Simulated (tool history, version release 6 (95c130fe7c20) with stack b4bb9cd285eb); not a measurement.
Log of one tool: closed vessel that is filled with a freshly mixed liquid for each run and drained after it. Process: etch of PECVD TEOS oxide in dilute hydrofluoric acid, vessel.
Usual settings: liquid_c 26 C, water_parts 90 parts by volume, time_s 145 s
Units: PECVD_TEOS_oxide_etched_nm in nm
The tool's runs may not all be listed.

| run | hour | liquid_c | water_parts | time_s | read-back film thickness of the PECVD TEOS oxide reference wafer, read on the same gauge (nm) | PECVD_TEOS_oxide_etched_nm |
|---|---|---|---|---|---|---|
| 1 | 0 | 26 | 90 | 145 | 129.98 | 14.19 |
| 2 | 45.7 | 26 | 90 | 145 | 130 | 14.08 |
|  | 54.1 | gauge calibrated |
| 3 | 109 | 26 | 90 | 145 | 130.01 | 14.25 |
| 4 | 136.5 | 26 | 90 | 145 | 130.01 | 14.32 |
| 5 | 186 | 26 | 90 | 145 | 130.01 | 14.26 |
|  | 248.7 | hydrofluoric acid flow meter replaced |
|  | 257.6 | thermometer replaced |
| 6 | 348.8 | 26 | 90 | 145 | 129.99 | 14.14 |
| 7 | 408.3 | 26 | 90 | 145 | 130.01 | 14.31 |
| 8 | 442.5 | 24 | 120 | 195 | 130 | 12.79 |
| 9 | 487.9 | 26 | 90 | 145 | 129.99 | 14.23 |
| 10 | 536.3 | 22 | 60 | 90 | 130.02 | 11.65 |
|  | 546.9 | gauge calibrated |
| 11 | 586.8 | 22 | 50 | 115 | 130.01 | 18.21 |
| 12 | 643.1 | 22.5 | 135 | 145 | 130 | 7.77 |
| 13 | 674.5 | 26 | 90 | 145 | 130.02 | 14.23 |
| 14 | 703.1 | 26 | 90 | 145 | 129.99 | 14.11 |

What the log doesn't show, run by run:
liquid colder than its thermometer reads (K): 0 in every run
hydrofluoric acid flow above the setpoint (%): 0 in every run
gauge reads high (%): 0 in every run
